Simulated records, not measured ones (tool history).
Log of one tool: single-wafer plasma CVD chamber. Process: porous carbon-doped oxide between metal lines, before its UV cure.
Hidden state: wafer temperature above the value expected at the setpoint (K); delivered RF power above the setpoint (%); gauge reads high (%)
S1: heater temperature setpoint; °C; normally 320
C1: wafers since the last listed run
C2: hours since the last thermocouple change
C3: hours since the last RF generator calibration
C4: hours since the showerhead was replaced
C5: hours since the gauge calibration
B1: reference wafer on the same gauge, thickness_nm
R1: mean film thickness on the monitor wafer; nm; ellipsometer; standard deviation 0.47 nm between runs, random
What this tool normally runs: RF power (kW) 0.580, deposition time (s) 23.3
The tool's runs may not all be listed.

{"run": 1, "hour": 0.0, "S1": 320, "RF power (kW)": 0.53, "deposition time (s)": 20.9, "C1": 0, "C2": 1483.7, "C3": 853.7, "C4": 6924.6, "C5": 238.8, "B1": 132.934, "R1": 96.781}
{"run": 2, "hour": 21.7, "S1": 320, "RF power (kW)": 0.53, "deposition time (s)": 20.9, "C1": 335, "C2": 1505.4, "C3": 875.4, "C4": 6946.3, "C5": 260.5, "B1": 132.828, "R1": 96.846}
{"run": 3, "hour": 48.6, "S1": 320, "RF power (kW)": 0.53, "deposition time (s)": 20.9, "C1": 415, "C2": 1532.3, "C3": 902.3, "C4": 6973.2, "C5": 287.4, "B1": 132.801, "R1": 97.252}
{"run": 4, "hour": 69.4, "S1": 320, "RF power (kW)": 0.58, "deposition time (s)": 24.8, "C1": 321, "C2": 1553.1, "C3": 923.1, "C4": 6994.0, "C5": 308.2, "B1": 133.23, "R1": 119.199}
{"run": 5, "hour": 96.9, "S1": 320, "RF power (kW)": 0.58, "deposition time (s)": 24.8, "C1": 425, "C2": 1580.6, "C3": 950.6, "C4": 7021.5, "C5": 335.7, "B1": 132.721, "R1": 119.523}
{"run": 6, "hour": 117.9, "S1": 320, "RF power (kW)": 0.58, "deposition time (s)": 24.8, "C1": 324, "C2": 1601.6, "C3": 971.6, "C4": 7042.5, "C5": 356.7, "B1": 133.125, "R1": 119.982}
{"run": 7, "hour": 130.0, "S1": 324, "RF power (kW)": 0.58, "deposition time (s)": 23.3, "C1": 187, "C2": 1613.7, "C3": 983.7, "C4": 7054.6, "C5": 368.8, "B1": 133.084, "R1": 110.009}
{"run": 8, "hour": 142.2, "S1": 320, "RF power (kW)": 0.58, "deposition time (s)": 23.3, "C1": 188, "C2": 1625.9, "C3": 995.9, "C4": 7066.8, "C5": 381.0, "B1": 133.183, "R1": 112.648}
{"run": 9, "hour": 165.9, "S1": 320, "RF power (kW)": 0.58, "deposition time (s)": 23.3, "C1": 366, "C2": 1649.6, "C3": 1019.6, "C4": 7090.5, "C5": 404.7, "B1": 132.987, "R1": 112.433}
{"run": 10, "hour": 180.1, "S1": 327, "RF power (kW)": 0.61, "deposition time (s)": 23.3, "C1": 219, "C2": 1663.8, "C3": 1033.8, "C4": 7104.7, "C5": 418.9, "B1": 132.954, "R1": 111.286}
{"run": 11, "hour": 214.8, "S1": 320, "RF power (kW)": 0.58, "deposition time (s)": 23.3, "C1": 536, "C2": 1698.5, "C3": 1068.5, "C4": 7139.4, "C5": 453.6, "B1": 132.848, "R1": 112.697}
{"run": 12, "hour": 227.4, "S1": 320, "RF power (kW)": 0.58, "deposition time (s)": 23.3, "C1": 194, "C2": 1711.1, "C3": 1081.1, "C4": 7152.0, "C5": 466.2, "B1": 132.9, "R1": 112.175}
{"run": 13, "hour": 252.8, "S1": 316, "RF power (kW)": 0.58, "deposition time (s)": 23.3, "C1": 392, "C2": 1736.5, "C3": 1106.5, "C4": 7177.4, "C5": 491.6, "B1": 132.925, "R1": 114.798}
{"hour": 252.9, "done": "gauge calibrated"}
{"hour": 276.1, "done": "thermocouple changed; heater temperature recalibrated"}
{"run": 14, "hour": 278.5, "S1": 320, "RF power (kW)": 0.58, "deposition time (s)": 24.8, "C1": 273, "C2": 2.4, "C3": 1132.2, "C4": 7203.1, "C5": 25.6, "B1": 132.923, "R1": 120.064}
{"hour": 298.9, "done": "RF generator calibrated"}
{"run": 15, "hour": 309.3, "S1": 320, "RF power (kW)": 0.645, "deposition time (s)": 25.1, "C1": 352, "C2": 33.2, "C3": 10.4, "C4": 7233.9, "C5": 56.4, "B1": 133.34, "R1": 132.389}
{"run": 16, "hour": 326.9, "S1": 320, "RF power (kW)": 0.58, "deposition time (s)": 23.3, "C1": 272, "C2": 50.8, "C3": 28.0, "C4": 7251.5, "C5": 74.0, "B1": 133.033, "R1": 117.429}
{"run": 17, "hour": 341.0, "S1": 333, "RF power (kW)": 0.695, "deposition time (s)": 26.1, "C1": 217, "C2": 64.9, "C3": 42.1, "C4": 7265.6, "C5": 88.1, "B1": 133.169, "R1": 134.546}
{"run": 18, "hour": 364.9, "S1": 312, "RF power (kW)": 0.58, "deposition time (s)": 23.3, "C1": 369, "C2": 88.8, "C3": 66.0, "C4": 7289.5, "C5": 112.0, "B1": 132.773, "R1": 122.326}
{"hour": 399.6, "done": "showerhead replaced, of another model than before"}
{"run": 19, "hour": 400.1, "S1": 320, "RF power (kW)": 0.58, "deposition time (s)": 23.3, "C1": 420, "C2": 124.0, "C3": 101.2, "C4": 0.5, "C5": 147.2, "B1": 132.908, "R1": 116.916}
{"run": 20, "hour": 419.2, "S1": 327, "RF power (kW)": 0.58, "deposition time (s)": 21.4, "C1": 295, "C2": 143.1, "C3": 120.3, "C4": 19.6, "C5": 166.3, "B1": 133.08, "R1": 102.321}
{"run": 21, "hour": 490.7, "S1": 311, "RF power (kW)": 0.625, "deposition time (s)": 21.1, "C1": 1105, "C2": 214.6, "C3": 191.8, "C4": 91.1, "C5": 237.8, "B1": 132.902, "R1": 116.463}

Run 22 has not been measured yet. What should we expect?
{"run": 22, "hour": 509.3, "S1": 320, "RF power (kW)": 0.53, "deposition time (s)": 20.9, "C1": 287, "C2": 233.2, "C3": 210.4, "C4": 109.7, "C5": 256.4, "B1": "?", "R1": "?"}

B1: 132.869
R1: 97.331 nm
On a tool with no hidden condition, and with the same random variation, this run would have come out at R1 99.830 nm.
